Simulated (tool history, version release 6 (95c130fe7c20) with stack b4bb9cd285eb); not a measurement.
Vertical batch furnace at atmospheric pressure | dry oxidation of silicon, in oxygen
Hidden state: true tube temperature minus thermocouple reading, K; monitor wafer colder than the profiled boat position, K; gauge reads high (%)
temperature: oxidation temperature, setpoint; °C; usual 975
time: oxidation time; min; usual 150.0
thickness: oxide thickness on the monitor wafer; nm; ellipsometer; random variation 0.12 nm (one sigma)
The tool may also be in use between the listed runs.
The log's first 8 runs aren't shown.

| run | hour | temperature | time | wafers since the last listed run | hours since the last temperature calibration | hours since the boat lift was adjusted | hours since the gauge calibration | read-back reference wafer on the same gauge, thickness | thickness |
|---|---|---|---|---|---|---|---|---|---|
| 9 | 180.5 | 975 | 134.5 | 151 | 4908.0 | 2513.8 | 403.1 | 75.40 | 75.61 |
| 10 | 208.5 | 975 | 134.5 | 164 | 4936.0 | 2541.8 | 431.1 | 75.38 | 75.62 |
| 11 | 246.5 | 969 | 150.0 | 222 | 4974.0 | 2579.8 | 469.1 | 75.38 | 77.87 |
|  | 276.0 | boat lift adjusted |
| 12 | 276.5 | 965 | 176.5 | 35 | 5004.0 | 0.5 | 499.1 | 75.39 | 86.25 |
| 13 | 285.4 | 965 | 176.5 | 52 | 5012.9 | 9.4 | 508.0 | 75.39 | 86.35 |
| 14 | 297.0 | 975 | 150.0 | 67 | 5024.5 | 21.0 | 519.6 | 75.43 | 83.20 |
| 15 | 313.7 | 985 | 100.0 | 97 | 5041.2 | 37.7 | 536.3 | 75.37 | 68.94 |
| 16 | 336.3 | 992 | 150.0 | 132 | 5063.8 | 60.3 | 558.9 | 75.43 | 93.40 |
| 17 | 348.3 | 961 | 191.0 | 70 | 5075.8 | 72.3 | 570.9 | 75.40 | 88.39 |
|  | 378.0 | thermocouples replaced and temperature profile calibrated |
| 18 | 378.5 | 960 | 82.0 | 36 | 0.5 | 102.5 | 601.1 | 75.38 | 52.94 |
| 19 | 400.6 | 975 | 113.5 | 129 | 22.6 | 124.6 | 623.2 | 75.40 | 69.60 |
| 20 | 415.0 | 983 | 115.0 | 84 | 37.0 | 139.0 | 637.6 | 75.41 | 74.01 |
| 21 | 431.0 | 987 | 150.0 | 93 | 53.0 | 155.0 | 653.6 | 75.42 | 89.68 |
|  | 437.1 | gauge calibrated |
| 22 | 453.1 | 975 | 150.0 | 129 | 75.1 | 177.1 | 16.0 | 75.41 | 82.71 |
| 23 | 464.1 | 975 | 150.0 | 64 | 86.1 | 188.1 | 27.0 | 75.41 | 82.74 |
| 24 | 479.4 | 965 | 176.5 | 89 | 101.4 | 203.4 | 42.3 | 75.38 | 86.07 |
| 25 | 493.2 | 989 | 116.0 | 80 | 115.2 | 217.2 | 56.1 | 75.38 | 77.33 |
| 26 | 518.3 | 961 | 124.0 | 147 | 140.3 | 242.3 | 81.2 | 75.38 | 67.16 |
| 27 | 536.4 | 986 | 208.0 | 106 | 158.4 | 260.4 | 99.3 | 75.42 | 109.56 |

Run 28 comes next. What will it give?
| 28 | 551.4 | 983 | 118.0 | 87 | 173.4 | 275.4 | 114.3 | ? | ? |

read-back reference wafer on the same gauge, thickness: 75.40
thickness: 74.89 nm
Without the tool's hidden state the same run would have given thickness 75.66 nm.
